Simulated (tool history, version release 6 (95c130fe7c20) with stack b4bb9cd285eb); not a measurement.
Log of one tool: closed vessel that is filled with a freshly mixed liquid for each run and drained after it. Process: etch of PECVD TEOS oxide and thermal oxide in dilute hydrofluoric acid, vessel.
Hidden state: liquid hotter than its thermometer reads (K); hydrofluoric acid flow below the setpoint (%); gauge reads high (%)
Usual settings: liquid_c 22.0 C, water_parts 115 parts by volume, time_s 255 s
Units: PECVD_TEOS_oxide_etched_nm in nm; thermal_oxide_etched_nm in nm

run,hour,liquid_c,water_parts,time_s,wafers since the last listed run,hours since the thermometer was replaced,hours since the hydrofluoric acid flow meter was replaced,hours since the gauge calibration,"read-back film thickness of the PECVD TEOS oxide reference wafer, read on the same gauge (nm)","read-back film thickness of the thermal oxide reference wafer, read on the same gauge (nm)",PECVD_TEOS_oxide_etched_nm,thermal_oxide_etched_nm
1,0.0,22.0,115,185,0,2242.5,1882.1,63.3,60.01,40.00,33.71,6.16
2,7.1,22.0,115,370,385,2249.6,1889.2,70.4,59.98,40.02,66.13,12.45
3,21.8,22.0,115,370,797,2264.3,1903.9,85.1,60.01,40.00,68.76,12.42
4,29.5,22.0,115,370,417,2272.0,1911.6,92.8,60.00,39.98,67.15,12.40
5,46.2,25.0,115,255,906,2288.7,1928.3,109.5,60.01,39.98,51.70,9.63
6,63.2,25.0,115,255,922,2305.7,1945.3,126.5,60.01,40.03,52.48,9.62
7,75.8,22.0,160,255,683,2318.3,1957.9,139.1,60.01,40.02,31.31,5.88
# hour 106.0: hydrofluoric acid flow meter replaced
8,114.7,22.0,160,255,2057,2357.2,8.7,178.0,60.03,39.95,31.82,5.87
9,122.8,22.0,160,255,439,2365.3,16.8,186.1,60.02,40.03,32.12,5.82
10,133.9,22.0,115,255,602,2376.4,27.9,197.2,59.99,39.98,46.73,8.55
11,141.8,17.5,70,255,428,2384.3,35.8,205.1,60.03,39.99,66.72,12.18
# hour 153.5: thermometer replaced
12,158.5,22.0,160,255,852,5.0,52.5,221.8,59.99,39.98,32.37,5.88
13,174.7,20.5,165,255,879,21.2,68.7,238.0,59.98,39.99,28.90,5.31
14,183.9,22.0,115,255,499,30.4,77.9,247.2,59.98,39.97,46.61,8.51
15,199.6,20.0,135,175,852,46.1,93.6,262.9,60.00,40.01,24.70,4.57
# hour 215.3: gauge calibrated
16,236.5,22.0,115,255,2003,83.0,130.5,21.2,59.99,40.02,46.12,8.55
17,249.4,22.0,115,130,700,95.9,143.4,34.1,60.00,40.00,24.04,4.31
18,262.9,22.0,75,255,732,109.4,156.9,47.6,60.01,40.02,74.15,13.63
19,270.3,23.5,115,255,401,116.8,164.3,55.0,60.01,39.98,49.78,9.08
20,282.6,22.0,115,255,667,129.1,176.6,67.3,59.99,40.00,46.76,8.56

Forecast each of these 4 alternatives for the next run:
A,283.3,24.5,115,255,37,129.8,177.3,68.0,?,?,?,?
B,283.3,18.0,135,325,37,129.8,177.3,68.0,?,?,?,?
C,283.3,19.5,80,100,37,129.8,177.3,68.0,?,?,?,?
D,283.3,22.0,70,105,37,129.8,177.3,68.0,?,?,?,?

run,"read-back film thickness of the PECVD TEOS oxide reference wafer, read on the same gauge (nm)","read-back film thickness of the thermal oxide reference wafer, read on the same gauge (nm)",PECVD_TEOS_oxide_etched_nm,thermal_oxide_etched_nm
A,60.01,40.00,52.17,9.49
B,60.01,40.00,42.73,7.77
C,60.01,40.00,25.04,4.56
D,60.01,40.00,33.73,6.14
Without the tool's hidden state the same runs would have given:
run,PECVD_TEOS_oxide_etched_nm,thermal_oxide_etched_nm
A,52.17,9.49
B,42.73,7.77
C,25.04,4.56
D,33.73,6.14
